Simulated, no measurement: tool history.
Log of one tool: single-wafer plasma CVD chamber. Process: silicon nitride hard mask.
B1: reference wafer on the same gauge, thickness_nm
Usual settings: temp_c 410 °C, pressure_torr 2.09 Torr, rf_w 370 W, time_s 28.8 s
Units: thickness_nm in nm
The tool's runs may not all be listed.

Run 1, hour 0.0: usual settings; B1 41.714. Result: thickness_nm 39.236 nm.
Run 2, hour 79.7: usual settings; B1 41.719. Result: thickness_nm 39.065 nm.
Run 3, hour 136.0: usual settings but rf_w 410 W; B1 41.710. Result: thickness_nm 41.513 nm.
Run 4, hour 197.6: usual settings but rf_w 410 W; B1 41.683. Result: thickness_nm 41.336 nm.
Run 5, hour 255.9: usual settings but rf_w 410 W; B1 41.681. Result: thickness_nm 40.820 nm.
Run 6, hour 283.6: usual settings; B1 41.707. Result: thickness_nm 38.195 nm.
At hour 292.8: capacitance manometer re-zeroed and calibrated.
At hour 315.2: thermocouple changed; heater temperature recalibrated.
Run 7, hour 331.3: usual settings; B1 41.716. Result: thickness_nm 39.481 nm.
At hour 344.3: RF generator calibrated.
Run 8, hour 359.3: usual settings but time_s 26.1 s; B1 41.680. Result: thickness_nm 37.099 nm.
At hour 391.7: gauge calibrated.
Run 9, hour 417.7: usual settings but time_s 26.1 s; B1 41.723. Result: thickness_nm 37.191 nm.
Run 10, hour 478.2: usual settings; B1 41.701. Result: thickness_nm 41.195 nm.
Run 11, hour 518.3: usual settings but temp_c 398 °C, pressure_torr 1.62 Torr, rf_w 310 W; B1 41.704. Result: thickness_nm 31.770 nm.
At hour 549.0: showerhead replaced.
Run 12, hour 550.6: usual settings but rf_w 305 W, time_s 23.5 s; B1 41.694. Result: thickness_nm 29.208 nm.
Run 13, hour 589.3: usual settings but pressure_torr 2.56 Torr, time_s 23.8 s; B1 41.696. Result: thickness_nm 36.349 nm.
Run 14, hour 617.2: usual settings but rf_w 425 W, time_s 31.6 s; B1 41.691. Result: thickness_nm 48.834 nm.
Run 15, hour 653.1: usual settings but temp_c 406 °C, pressure_torr 2.29 Torr, time_s 24.8 s; B1 41.702. Result: thickness_nm 36.535 nm.
Run 16, hour 677.4: usual settings but temp_c 416 °C, rf_w 305 W; B1 41.700. Result: thickness_nm 35.489 nm.
Run 17, hour 742.5: usual settings but time_s 30.8 s; B1 41.709. Result: thickness_nm 43.458 nm.
Run 18, hour 801.6: usual settings but temp_c 424 °C, pressure_torr 2.32 Torr, rf_w 440 W, time_s 27.2 s; B1 41.685. Result: thickness_nm 44.230 nm.

5 ways to go on from here, each from the tool as it stands after run 18. What would each give?
Run A, hour 802.0: usual settings; B1 ?. Result: thickness_nm ?.
Run B, hour 802.0: usual settings but temp_c 425 °C, pressure_torr 2.24 Torr, rf_w 335 W; B1 ?. Result: thickness_nm ?.
Run C, hour 802.0: usual settings but temp_c 399 °C, time_s 24.8 s; B1 ?. Result: thickness_nm ?.
Run D, hour 802.0: usual settings but rf_w 315 W, time_s 33.1 s; B1 ?. Result: thickness_nm ?.
Run E, hour 802.0: usual settings but rf_w 415 W; B1 ?. Result: thickness_nm ?.

run      B1  thickness_nm
  A  41.698        40.417
  B  41.698        38.569
  C  41.698        35.004
  D  41.698        41.521
  E  41.698        43.556
Without the tool's hidden state the same runs would have given:
run  thickness_nm
  A        41.187
  B        39.314
  C        35.671
  D        42.330
  E        44.354
